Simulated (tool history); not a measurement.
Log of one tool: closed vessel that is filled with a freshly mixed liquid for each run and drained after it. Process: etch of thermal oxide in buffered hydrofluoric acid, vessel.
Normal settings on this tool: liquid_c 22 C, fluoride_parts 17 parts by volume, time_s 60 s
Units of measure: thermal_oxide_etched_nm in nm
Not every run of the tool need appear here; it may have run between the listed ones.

run	hour	liquid_c	fluoride_parts	time_s	read-back film thickness of the thermal oxide reference wafer, read on the same gauge (nm)	thermal_oxide_etched_nm
1	0	22	17	60	30	40.04
2	46.6	22	17	60	30.01	38.79
3	89.3	25.5	19	60	29.98	43.16
4	142.4	25.5	19	60	30.03	42.77
5	203	22	17	50	30	33.41
6	271.5	22	17	50	30.02	33.04
7	322.3	22	17	60	30.02	39.51
8	347.9	22	17	60	30.02	39.71
9	392	24.5	17	60	30.03	46.95
10	419.3	25	18.5	60	30.01	43.92
# hour 481.1: hydrofluoric acid flow meter replaced
11	485.4	22	17	85	30	59
# hour 604.5: thermometer replaced
12	628.8	20.5	24	90	30.01	42.36
# hour 649.1: gauge calibrated
13	692.8	22	17	40	30.01	28.3
14	719.7	22	17	60	29.97	42.36
15	759.3	26.5	12	30	29.98	38.32
16	793.9	22	17	60	29.98	43.02
17	863.6	24	15	60	29.97	53.93
18	906.5	22	14	60	29.98	50.89
# hour 922.3: hydrofluoric acid flow meter replaced, repeated, since the last time left the tool worse
19	949.5	25.5	17	60	30.04	45.56
20	1017.3	26.5	17	60	29.98	47.71
21	1084.5	22	17	60	30	37.3
22	1115.9	22	17	60	30	37.96
23	1173.2	22	17	60	30.01	38.63
24	1229.7	26	12.5	45	30.02	48.45
25	1255.2	22	17	60	29.99	37.79
26	1295.7	22	17	60	30.02	38.22
27	1333.7	22	17	60	30.02	38.13
28	1359.6	26	18.5	60	29.98	43.61
29	1402.5	18	19	70	30.01	31.77
30	1456.3	24	17	35	30	25.18
31	1515.6	20	12	30	29.99	23.87
32	1559.7	26.5	19	95	30.03	71.25
33	1590.5	25	11	90	29.99	105.28
34	1636.7	24.5	17	40	29.99	30.24

List, for all runs, the conditions of the tool that the log does not record:
liquid colder than its thermometer reads (K): 0 in every run
gauge reads high (%): 0 in every run
H1: hydrofluoric acid flow above the setpoint (%)
run	H1
1	5.61
2	5.9
3	6.16
4	6.49
5	6.87
6	7.29
7	7.6
8	7.76
9	8.03
10	8.2
11	12.9
12	13.8
13	14.2
14	14.4
15	14.6
16	14.8
17	15.3
18	15.5
19	0.279
20	0.698
21	1.11
22	1.31
23	1.66
24	2.01
25	2.17
26	2.42
27	2.65
28	2.81
29	3.08
30	3.41
31	3.77
32	4.05
33	4.24
34	4.52
